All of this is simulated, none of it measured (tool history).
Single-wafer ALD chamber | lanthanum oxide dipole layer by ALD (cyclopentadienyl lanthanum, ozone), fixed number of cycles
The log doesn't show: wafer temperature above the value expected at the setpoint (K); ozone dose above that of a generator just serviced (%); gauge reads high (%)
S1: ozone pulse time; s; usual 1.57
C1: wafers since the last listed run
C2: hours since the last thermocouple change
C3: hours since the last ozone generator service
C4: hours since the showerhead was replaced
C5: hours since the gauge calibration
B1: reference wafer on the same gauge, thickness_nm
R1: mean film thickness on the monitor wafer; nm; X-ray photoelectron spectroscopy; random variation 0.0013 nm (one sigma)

run     day    S1    C1      C2     C3      C4     C5     B1     R1
  1   0.000  1.90     0   873.9  496.8  7664.6  727.9  0.590  0.528
  2   1.329  1.57   601   905.8  528.7  7696.5  759.8  0.590  0.508
  3   2.167  1.57   379   925.9  548.8  7716.6  779.9  0.590  0.506
      3.167  -- ozone generator serviced
  4   3.517  1.57   460   958.3    8.4  7749.0  812.3  0.590  0.524
  5   4.604  1.57   492   984.4   34.5  7775.1  838.4  0.590  0.523
  6   5.604  2.02   452  1008.4   58.5  7799.1  862.4  0.590  0.538
  7   6.150  1.57   247  1021.5   71.6  7812.2  875.5  0.590  0.521
  8   7.554  1.57   635  1055.2  105.3  7845.9  909.2  0.590  0.519
      8.142  -- gauge calibrated
  9   8.654  1.57   497  1081.6  131.7  7872.3   12.3  0.590  0.521
 10  10.154  1.57   678  1117.6  167.7  7908.3   48.3  0.590  0.522
 11  11.450  1.57   586  1148.7  198.8  7939.4   79.4  0.590  0.520
 12  12.658  1.57   546  1177.7  227.8  7968.4  108.4  0.590  0.519
 13  13.438  1.57   352  1196.4  246.5  7987.1  127.1  0.591  0.519
 14  14.188  1.31   339  1214.4  264.5  8005.1  145.1  0.590  0.492
 15  14.842  1.39   296  1230.1  280.2  8020.8  160.8  0.590  0.500
     15.488  -- showerhead replaced
 16  15.558  1.28   173  1247.3  297.4     1.7  178.0  0.590  0.484
 17  16.104  1.01   247  1260.4  310.5    14.8  191.1  0.590  0.419
 18  17.138  1.17   467  1285.2  335.3    39.6  215.9  0.591  0.462
 19  17.883  1.04   337  1303.1  353.2    57.5  233.8  0.590  0.426
 20  18.962  1.00   488  1329.0  379.1    83.4  259.7  0.591  0.409
 21  20.383  1.05   642  1363.1  413.2   117.5  293.8  0.590  0.426
 22  21.512  1.84   510  1390.2  440.3   144.6  320.9  0.590  0.530
 23  25.379  1.32  1749  1483.0  533.1   237.4  413.7  0.590  0.479
 24  26.304  2.07   418  1505.2  555.3   259.6  435.9  0.590  0.534
 25  27.250  1.57   428  1527.9  578.0   282.3  458.6  0.590  0.506
     28.438  -- ozone generator serviced
     28.750  -- thermocouple changed; heater temperature recalibrated
 26  28.771  1.15   395     0.5    8.0   318.8  495.1  0.590  0.465
 27  29.258  2.04   220    12.2   19.7   330.5  506.8  0.590  0.540
 28  30.500  1.10   561    42.0   49.5   360.3  536.6  0.590  0.452
 29  34.508  1.57  1813   138.2  145.7   456.5  632.8  0.591  0.520
 30  35.196  2.00   311   154.7  162.2   473.0  649.3  0.590  0.536
 31  36.221  1.57   463   179.3  186.8   497.6  673.9  0.590  0.521
 32  37.683  1.57   661   214.4  221.9   532.7  709.0  0.590  0.519
 33  38.992  1.57   592   245.8  253.3   564.1  740.4  0.590  0.518
 34  39.812  1.16   371   265.5  273.0   583.8  760.1  0.590  0.461
 35  40.500  1.57   311   282.0  289.5   600.3  776.6  0.590  0.519

Hidden state at the last listed run before each entry between runs and at the first one after, where it differs:
Between runs 3 and 4: ozone generator serviced (day 3.167)
  ozone dose above that of a generator just serviced (%): -11.1 -> -0.255
  measured less the result without the state, R1: -0.015 -> +0.000 nm
Between runs 8 and 9: gauge calibrated (day 8.142)
  ozone dose above that of a generator just serviced (%): -0.639 -> -0.856
  measured less the result without the state, R1: -0.001 -> -0.001 nm
Between runs 15 and 16: showerhead replaced (day 15.488)
  ozone dose above that of a generator just serviced (%): -2.98 -> -3.33
  measured less the result without the state, R1: -0.004 -> -0.007 nm
Between runs 25 and 26: ozone generator serviced (day 28.438); thermocouple changed; heater temperature recalibrated (day 28.750)
  ozone dose above that of a generator just serviced (%): -11.9 -> -0.63
  measured less the result without the state, R1: -0.016 -> -0.001 nm
